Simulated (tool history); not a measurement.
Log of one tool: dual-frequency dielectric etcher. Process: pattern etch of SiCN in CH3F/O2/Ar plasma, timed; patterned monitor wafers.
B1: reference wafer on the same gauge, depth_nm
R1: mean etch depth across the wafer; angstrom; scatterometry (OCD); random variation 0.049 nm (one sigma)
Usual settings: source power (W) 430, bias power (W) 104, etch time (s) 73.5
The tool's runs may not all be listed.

{"run": 1, "hour": 0.0, "source power (W)": 430, "bias power (W)": 104, "etch time (s)": 73.5, "B1": 39.2, "R1": 332.2}
{"run": 2, "hour": 29.4, "source power (W)": 430, "bias power (W)": 104, "etch time (s)": 73.5, "B1": 39.22, "R1": 332.3}
{"run": 3, "hour": 52.6, "source power (W)": 430, "bias power (W)": 104, "etch time (s)": 73.5, "B1": 39.2, "R1": 332.7}
{"run": 4, "hour": 68.4, "source power (W)": 430, "bias power (W)": 104, "etch time (s)": 73.5, "B1": 39.2, "R1": 333.5}
{"run": 5, "hour": 84.1, "source power (W)": 430, "bias power (W)": 104, "etch time (s)": 73.5, "B1": 39.19, "R1": 332.1}
{"run": 6, "hour": 117.1, "source power (W)": 370, "bias power (W)": 104, "etch time (s)": 73.5, "B1": 39.21, "R1": 322.9}
{"run": 7, "hour": 142.6, "source power (W)": 430, "bias power (W)": 104, "etch time (s)": 73.5, "B1": 39.2, "R1": 333.6}
{"run": 8, "hour": 178.3, "source power (W)": 430, "bias power (W)": 104, "etch time (s)": 73.5, "B1": 39.19, "R1": 333.6}
{"run": 9, "hour": 192.3, "source power (W)": 430, "bias power (W)": 112, "etch time (s)": 73.5, "B1": 39.22, "R1": 344.2}
{"run": 10, "hour": 219.4, "source power (W)": 430, "bias power (W)": 104, "etch time (s)": 73.5, "B1": 39.2, "R1": 334.7}
{"run": 11, "hour": 248.4, "source power (W)": 430, "bias power (W)": 104, "etch time (s)": 73.5, "B1": 39.2, "R1": 334.7}
{"run": 12, "hour": 262.4, "source power (W)": 430, "bias power (W)": 104, "etch time (s)": 73.5, "B1": 39.21, "R1": 335.6}
{"hour": 286.2, "done": "bias power generator calibrated"}
{"hour": 300.3, "done": "wet clean of the chamber"}
{"hour": 316.3, "done": "upper electrode replaced"}
{"run": 13, "hour": 316.8, "source power (W)": 430, "bias power (W)": 85, "etch time (s)": 63.5, "B1": 39.2, "R1": 259.8}
{"run": 14, "hour": 317.1, "source power (W)": 430, "bias power (W)": 119, "etch time (s)": 62, "B1": 39.19, "R1": 289.1}
{"run": 15, "hour": 330.8, "source power (W)": 400, "bias power (W)": 116, "etch time (s)": 73.5, "B1": 39.21, "R1": 334.7}
{"run": 16, "hour": 350.4, "source power (W)": 430, "bias power (W)": 104, "etch time (s)": 73.5, "B1": 39.2, "R1": 326.3}
{"run": 17, "hour": 374.0, "source power (W)": 340, "bias power (W)": 104, "etch time (s)": 88, "B1": 39.2, "R1": 369.9}
{"hour": 385.4, "done": "gauge calibrated"}
{"hour": 396.2, "done": "source power generator calibrated"}
{"run": 18, "hour": 397.3, "source power (W)": 480, "bias power (W)": 97, "etch time (s)": 67.5, "B1": 39.22, "R1": 299}
{"run": 19, "hour": 416.8, "source power (W)": 510, "bias power (W)": 112, "etch time (s)": 56, "B1": 39.21, "R1": 266.1}
{"run": 20, "hour": 446.0, "source power (W)": 530, "bias power (W)": 89, "etch time (s)": 81.5, "B1": 39.2, "R1": 358}
{"run": 21, "hour": 476.1, "source power (W)": 480, "bias power (W)": 104, "etch time (s)": 83.5, "B1": 39.23, "R1": 381.6}
{"run": 22, "hour": 496.4, "source power (W)": 510, "bias power (W)": 118, "etch time (s)": 91.5, "B1": 39.2, "R1": 446.3}
{"run": 23, "hour": 522.5, "source power (W)": 430, "bias power (W)": 104, "etch time (s)": 73.5, "B1": 39.19, "R1": 326.8}
{"run": 24, "hour": 544.6, "source power (W)": 430, "bias power (W)": 92, "etch time (s)": 84.5, "B1": 39.19, "R1": 357.9}

Forecast each of these 3 alternatives for the next run:
{"run": "A", "hour": 545.0, "source power (W)": 430, "bias power (W)": 104, "etch time (s)": 73.5, "B1": "?", "R1": "?"}
{"run": "B", "hour": 545.0, "source power (W)": 430, "bias power (W)": 104, "etch time (s)": 81, "B1": "?", "R1": "?"}
{"run": "C", "hour": 545.0, "source power (W)": 430, "bias power (W)": 95, "etch time (s)": 62.5, "B1": "?", "R1": "?"}

run=A B1=39.2 R1=327
run=B B1=39.2 R1=360.3
run=C B1=39.2 R1=268.2
Without the tool's hidden state the same runs would have given:
run=A R1=326.2
run=B R1=359.5
run=C R1=267.6

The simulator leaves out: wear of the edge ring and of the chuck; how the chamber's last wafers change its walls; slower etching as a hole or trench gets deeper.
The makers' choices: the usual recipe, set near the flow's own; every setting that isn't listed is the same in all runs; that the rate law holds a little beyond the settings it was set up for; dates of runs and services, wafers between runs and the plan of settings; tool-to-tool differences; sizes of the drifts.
